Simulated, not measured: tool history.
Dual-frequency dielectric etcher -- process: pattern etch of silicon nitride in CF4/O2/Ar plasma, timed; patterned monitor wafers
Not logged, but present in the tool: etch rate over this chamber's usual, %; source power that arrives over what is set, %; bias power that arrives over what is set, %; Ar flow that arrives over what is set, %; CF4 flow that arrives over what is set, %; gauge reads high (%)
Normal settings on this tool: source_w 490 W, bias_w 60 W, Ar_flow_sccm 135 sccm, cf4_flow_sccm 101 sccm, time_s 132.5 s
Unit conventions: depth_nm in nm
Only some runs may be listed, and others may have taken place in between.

| run | hour | source_w | bias_w | Ar_flow_sccm | cf4_flow_sccm | time_s | wafers since the last listed run | hours since the last wet clean | hours since the last source power generator calibration | hours since the last bias power generator calibration | hours since the last Ar flow controller change | hours since the last CF4 flow controller change | hours since the last upper electrode change | hours since the gauge calibration | read-back reference wafer on the same gauge, depth_nm | depth_nm |
|---|---|---|---|---|---|---|---|---|---|---|---|---|---|---|---|---|
| 1 | 0.0 | 490 | 60 | 135 | 101 | 132.5 | 0 | 176.7 | 2674.6 | 2148.4 | 2171.6 | 1980.2 | 6186.1 | 717.8 | 204.1 | 230.8 |
| 2 | 83.3 | 410 | 60 | 135 | 101 | 132.5 | 676 | 260.0 | 2757.9 | 2231.7 | 2254.9 | 2063.5 | 6269.4 | 801.1 | 204.0 | 199.3 |
|  | 164.9 | source power generator calibrated |
| 3 | 186.0 | 490 | 60 | 135 | 101 | 132.5 | 801 | 362.7 | 21.1 | 2334.4 | 2357.6 | 2166.2 | 6372.1 | 903.8 | 204.1 | 233.8 |
| 4 | 232.7 | 490 | 60 | 135 | 101 | 132.5 | 379 | 409.4 | 67.8 | 2381.1 | 2404.3 | 2212.9 | 6418.8 | 950.5 | 204.2 | 232.5 |
|  | 261.9 | wet clean of the chamber |
| 5 | 327.2 | 490 | 60 | 135 | 101 | 132.5 | 572 | 65.3 | 162.3 | 2475.6 | 2498.8 | 2307.4 | 6513.3 | 1045.0 | 204.2 | 238.5 |
| 6 | 424.4 | 490 | 60 | 135 | 101 | 132.5 | 789 | 162.5 | 259.5 | 2572.8 | 2596.0 | 2404.6 | 6610.5 | 1142.2 | 204.0 | 236.8 |
|  | 492.0 | upper electrode replaced |
| 7 | 503.0 | 530 | 60 | 135 | 101 | 132.5 | 443 | 241.1 | 338.1 | 2651.4 | 2674.6 | 2483.2 | 11.0 | 1220.8 | 204.1 | 251.5 |
| 8 | 579.1 | 390 | 60 | 135 | 101 | 132.5 | 618 | 317.2 | 414.2 | 2727.5 | 2750.7 | 2559.3 | 87.1 | 1296.9 | 203.8 | 196.6 |
|  | 646.5 | wet clean of the chamber |
| 9 | 647.0 | 570 | 74 | 147 | 79 | 132.5 | 356 | 0.5 | 482.1 | 2795.4 | 2818.6 | 2627.2 | 155.0 | 1364.8 | 204.2 | 283.9 |
|  | 736.4 | bias power generator calibrated |
| 10 | 744.9 | 490 | 60 | 135 | 101 | 132.5 | 762 | 98.4 | 580.0 | 8.5 | 2916.5 | 2725.1 | 252.9 | 1462.7 | 203.9 | 237.1 |
|  | 772.6 | Ar flow controller replaced |
| 11 | 815.4 | 490 | 69 | 135 | 101 | 132.5 | 524 | 168.9 | 650.5 | 79.0 | 42.8 | 2795.6 | 323.4 | 1533.2 | 204.0 | 254.2 |
|  | 880.9 | gauge calibrated |
| 12 | 911.8 | 600 | 66 | 135 | 111 | 150.0 | 783 | 265.3 | 746.9 | 175.4 | 139.2 | 2892.0 | 419.8 | 30.9 | 204.2 | 333.5 |
| 13 | 988.9 | 490 | 60 | 135 | 86 | 132.5 | 626 | 342.4 | 824.0 | 252.5 | 216.3 | 2969.1 | 496.9 | 108.0 | 203.8 | 228.2 |
|  | 1012.9 | CF4 flow controller replaced |
| 14 | 1052.1 | 490 | 60 | 135 | 101 | 132.5 | 464 | 405.6 | 887.2 | 315.7 | 279.5 | 39.2 | 560.1 | 171.2 | 203.7 | 232.3 |
| 15 | 1088.2 | 490 | 60 | 124 | 76 | 132.5 | 293 | 441.7 | 923.3 | 351.8 | 315.6 | 75.3 | 596.2 | 207.3 | 204.2 | 224.3 |
|  | 1124.2 | wet clean of the chamber |
| 16 | 1190.4 | 490 | 51 | 118 | 117 | 118.5 | 635 | 66.2 | 1025.5 | 454.0 | 417.8 | 177.5 | 698.4 | 309.5 | 204.1 | 204.9 |
| 17 | 1269.9 | 490 | 60 | 135 | 101 | 132.5 | 645 | 145.7 | 1105.0 | 533.5 | 497.3 | 257.0 | 777.9 | 389.0 | 204.0 | 236.9 |
| 18 | 1319.8 | 490 | 60 | 135 | 101 | 132.5 | 405 | 195.6 | 1154.9 | 583.4 | 547.2 | 306.9 | 827.8 | 438.9 | 204.1 | 235.4 |
| 19 | 1388.0 | 490 | 60 | 135 | 101 | 132.5 | 554 | 263.8 | 1223.1 | 651.6 | 615.4 | 375.1 | 896.0 | 507.1 | 204.1 | 234.7 |
| 20 | 1440.8 | 490 | 60 | 108 | 101 | 160.0 | 429 | 316.6 | 1275.9 | 704.4 | 668.2 | 427.9 | 948.8 | 559.9 | 204.2 | 292.6 |
| 21 | 1481.9 | 560 | 60 | 135 | 101 | 122.0 | 333 | 357.7 | 1317.0 | 745.5 | 709.3 | 469.0 | 989.9 | 601.0 | 204.1 | 239.5 |
| 22 | 1572.1 | 490 | 49 | 167 | 87 | 170.0 | 732 | 447.9 | 1407.2 | 835.7 | 799.5 | 559.2 | 1080.1 | 691.2 | 204.1 | 251.5 |

Consider 3 possible next runs. They are alternatives, not a sequence: every one starts from the tool as it was left by run 22. What does each give?
| A | 1572.6 | 490 | 60 | 135 | 101 | 132.5 | 4 | 448.4 | 1407.7 | 836.2 | 800.0 | 559.7 | 1080.6 | 691.7 | ? | ? |
| B | 1572.6 | 490 | 60 | 135 | 84 | 132.5 | 4 | 448.4 | 1407.7 | 836.2 | 800.0 | 559.7 | 1080.6 | 691.7 | ? | ? |
| C | 1572.6 | 490 | 60 | 135 | 109 | 132.5 | 4 | 448.4 | 1407.7 | 836.2 | 800.0 | 559.7 | 1080.6 | 691.7 | ? | ? |

| run | read-back reference wafer on the same gauge, depth_nm | depth_nm |
|---|---|---|
| A | 203.9 | 231.5 |
| B | 203.9 | 224.3 |
| C | 203.9 | 234.3 |
Without the tool's unlogged condition, the same runs would have read:
| run | depth_nm |
|---|---|
| A | 240.0 |
| B | 232.6 |
| C | 243.0 |

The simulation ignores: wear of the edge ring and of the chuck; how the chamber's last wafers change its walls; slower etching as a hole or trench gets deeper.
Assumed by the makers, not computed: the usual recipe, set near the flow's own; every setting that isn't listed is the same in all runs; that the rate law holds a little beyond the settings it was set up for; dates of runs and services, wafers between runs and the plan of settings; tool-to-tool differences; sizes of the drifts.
